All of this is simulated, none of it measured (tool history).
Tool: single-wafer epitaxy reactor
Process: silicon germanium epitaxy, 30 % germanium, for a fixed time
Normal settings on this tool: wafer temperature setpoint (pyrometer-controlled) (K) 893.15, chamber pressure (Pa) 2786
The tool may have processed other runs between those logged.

run,hour,wafer temperature setpoint (pyrometer-controlled) (K),chamber pressure (Pa),wafers since the last listed run,hours since the last pyrometer calibration,hours since the last manometer calibration,hours since the showerhead was replaced,hours since the gauge calibration,"read-back reference wafer on the same gauge, thickness_nm",mean film thickness on the monitor wafer (angstrom)
1,0.0,881.15,2786,0,1701.4,1613.1,2818.9,183.8,96.270,608.87
2,28.3,881.15,2786,547,1729.7,1641.4,2847.2,212.1,96.487,612.01
3,99.1,881.15,2786,1368,1800.5,1712.2,2918.0,282.9,96.405,606.16
4,126.8,893.15,2786,535,1828.2,1739.9,2945.7,310.6,96.242,784.75
5,177.9,893.15,2786,987,1879.3,1791.0,2996.8,361.7,96.392,769.75
6,219.1,893.15,2786,796,1920.5,1832.2,3038.0,402.9,96.356,769.45
# hour 237.2: pyrometer calibrated
7,281.5,893.15,2786,1051,44.3,1894.6,3100.4,465.3,96.633,870.13
8,352.8,893.15,2786,1378,115.6,1965.9,3171.7,536.6,96.409,860.39
9,399.6,885.15,2160,904,162.4,2012.7,3218.5,583.4,96.244,654.73
10,437.5,893.15,3320,732,200.3,2050.6,3256.4,621.3,96.265,929.54
# hour 460.2: capacitance manometer re-zeroed and calibrated
11,477.7,887.15,2786,622,240.5,17.5,3296.6,661.5,96.447,757.83
# hour 505.4: showerhead replaced
12,510.4,893.15,2786,477,273.2,50.2,5.0,694.2,96.598,857.95
# hour 549.4: gauge calibrated
13,558.3,901.15,3440,925,321.1,98.1,52.9,8.9,96.554,1105.54
14,614.0,893.15,2786,1076,376.8,153.8,108.6,64.6,96.385,853.95
15,672.2,907.15,3120,1124,435.0,212.0,166.8,122.8,96.358,1180.02
16,698.4,893.15,2786,506,461.2,238.2,193.0,149.0,96.068,860.29

Some steps in mean film thickness on the monitor wafer (angstrom), run to run, broken into two amounts with sign: the step expected even without the hidden condition (settings, incoming material, random variation), and the rest, left for the hidden condition together with whatever gauge scatter is not in both the measured and the hidden-condition-free result:
The tool's hidden condition here consists of: wafer temperature above the value expected at the setpoint (K); true pressure above the setpoint (%); gauge reads high (%).
Run 6 -> 7: pyrometer calibrated. mean film thickness on the monitor wafer (angstrom) +100.68: hidden state +91.26, all else +9.42.
Run 14 -> 15: wafer temperature setpoint (pyrometer-controlled) (K) 893.15 -> 907.15, chamber pressure (Pa) 2786 -> 3120. mean film thickness on the monitor wafer (angstrom) +326.07: hidden state -4.79, all else +330.86.

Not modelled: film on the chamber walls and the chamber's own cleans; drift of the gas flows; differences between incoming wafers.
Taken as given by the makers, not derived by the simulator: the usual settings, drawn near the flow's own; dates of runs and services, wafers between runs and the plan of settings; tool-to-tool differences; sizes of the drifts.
